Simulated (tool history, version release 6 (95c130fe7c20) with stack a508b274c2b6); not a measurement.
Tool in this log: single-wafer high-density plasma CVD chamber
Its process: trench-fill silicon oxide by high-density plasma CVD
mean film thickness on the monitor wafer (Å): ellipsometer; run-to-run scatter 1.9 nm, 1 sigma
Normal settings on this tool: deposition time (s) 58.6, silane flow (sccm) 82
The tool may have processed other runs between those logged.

run,hour,deposition time (s),silane flow (sccm),"read-back reference wafer on the same gauge, thickness_nm",mean film thickness on the monitor wafer (Å)
1,0.0,51.8,82,458.140,4066.65
2,41.6,51.8,82,457.546,4028.47
3,84.8,51.8,82,458.484,4062.76
4,139.6,58.6,82,458.815,4579.52
5,173.2,58.6,82,458.872,4609.02
6,215.8,65.3,72,458.875,4750.26
7,258.6,65.3,72,459.511,4772.11
8,320.5,66.8,82,460.552,5261.38
9,346.6,66.8,82,460.827,5261.91
10,410.9,64.7,82,460.980,5112.28
11,473.0,51.0,82,461.290,3995.18
12,648.1,58.6,82,462.846,4610.05
13,705.1,58.6,82,463.069,4637.42
14,750.4,58.6,82,463.547,4661.90
15,798.5,58.6,87,464.243,4808.32
16,842.0,58.6,87,464.390,4859.56
17,898.1,58.6,87,465.318,4832.03
18,957.9,66.9,74,466.089,5063.41
19,1023.7,58.6,82,466.474,4674.81
20,1063.2,58.6,82,466.154,4676.36
21,1098.6,58.6,82,466.737,4670.83
22,1168.8,52.8,82,466.919,4214.07
23,1208.0,63.1,75,467.820,4775.17

Run 24 has not been measured yet. What should we expect?
24,1264.9,68.5,97,?,?

read-back reference wafer on the same gauge, thickness_nm: 468.063
mean film thickness on the monitor wafer (Å): 6129.87
Minus the tool's unlogged condition, the same run would have read mean film thickness on the monitor wafer (Å) 5997.52.
